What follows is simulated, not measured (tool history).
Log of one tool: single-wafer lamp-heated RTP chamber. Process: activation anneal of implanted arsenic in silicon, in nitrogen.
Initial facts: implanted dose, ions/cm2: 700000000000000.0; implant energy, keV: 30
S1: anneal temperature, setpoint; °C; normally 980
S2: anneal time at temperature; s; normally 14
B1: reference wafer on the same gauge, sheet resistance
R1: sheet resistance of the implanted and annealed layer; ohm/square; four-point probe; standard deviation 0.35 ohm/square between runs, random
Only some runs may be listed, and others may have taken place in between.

| run | hour | S1 | S2 | B1 | R1 |
|---|---|---|---|---|---|
| 1 | 0.0 | 980 | 14 | 135.03 | 166.73 |
| 2 | 12.7 | 980 | 14 | 134.91 | 166.00 |
| 3 | 27.3 | 980 | 14 | 134.99 | 166.21 |
| 4 | 40.6 | 980 | 14 | 135.02 | 165.76 |
| 5 | 51.6 | 992 | 14 | 135.00 | 164.17 |
| 6 | 67.5 | 992 | 14 | 134.95 | 164.50 |
| 7 | 81.5 | 992 | 14 | 135.02 | 164.95 |
| 8 | 93.3 | 980 | 14 | 134.99 | 165.38 |
|  | 107.6 | pyrometer window cleaned and pyrometer calibrated |
| 9 | 108.1 | 980 | 14 | 135.03 | 167.29 |
| 10 | 118.0 | 980 | 14 | 135.03 | 167.85 |
| 11 | 134.4 | 980 | 11 | 134.97 | 168.23 |
| 12 | 141.8 | 980 | 14 | 134.95 | 167.34 |
| 13 | 157.8 | 980 | 14 | 134.93 | 167.83 |
| 14 | 170.7 | 980 | 14 | 135.00 | 167.41 |
|  | 187.1 | reflector plate cleaned |
| 15 | 188.4 | 980 | 18 | 134.93 | 165.64 |
| 16 | 200.3 | 980 | 14 | 135.07 | 166.64 |
|  | 204.7 | gauge calibrated |
| 17 | 212.2 | 971 | 19 | 135.01 | 167.12 |
| 18 | 228.0 | 980 | 20 | 135.08 | 164.58 |
| 19 | 239.2 | 980 | 16 | 134.97 | 166.31 |
| 20 | 254.6 | 980 | 22 | 134.94 | 164.50 |
| 21 | 262.7 | 959 | 16 | 135.07 | 169.64 |
| 22 | 276.2 | 980 | 19 | 135.03 | 164.90 |
| 23 | 284.9 | 980 | 14 | 135.09 | 166.27 |
| 24 | 296.7 | 980 | 14 | 134.94 | 166.29 |
| 25 | 305.0 | 1008 | 7 | 134.98 | 167.44 |
| 26 | 313.0 | 1006 | 17 | 134.96 | 162.55 |
| 27 | 321.7 | 980 | 21 | 135.01 | 163.85 |
| 28 | 336.4 | 964 | 20 | 135.04 | 166.47 |

Below are 4 alternative next runs, each starting from the tool's condition after run 28. Predict each:
| A | 336.8 | 967 | 14 | ? | ? |
| B | 336.8 | 980 | 10 | ? | ? |
| C | 336.8 | 951 | 10 | ? | ? |
| D | 336.8 | 960 | 14 | ? | ? |

| run | B1 | R1 |
|---|---|---|
| A | 134.99 | 168.11 |
| B | 134.99 | 168.07 |
| C | 134.99 | 172.33 |
| D | 134.99 | 169.22 |
What these runs would have given with no unlogged condition in the tool:
| run | R1 |
|---|---|
| A | 169.87 |
| B | 169.71 |
| C | 173.72 |
| D | 170.94 |
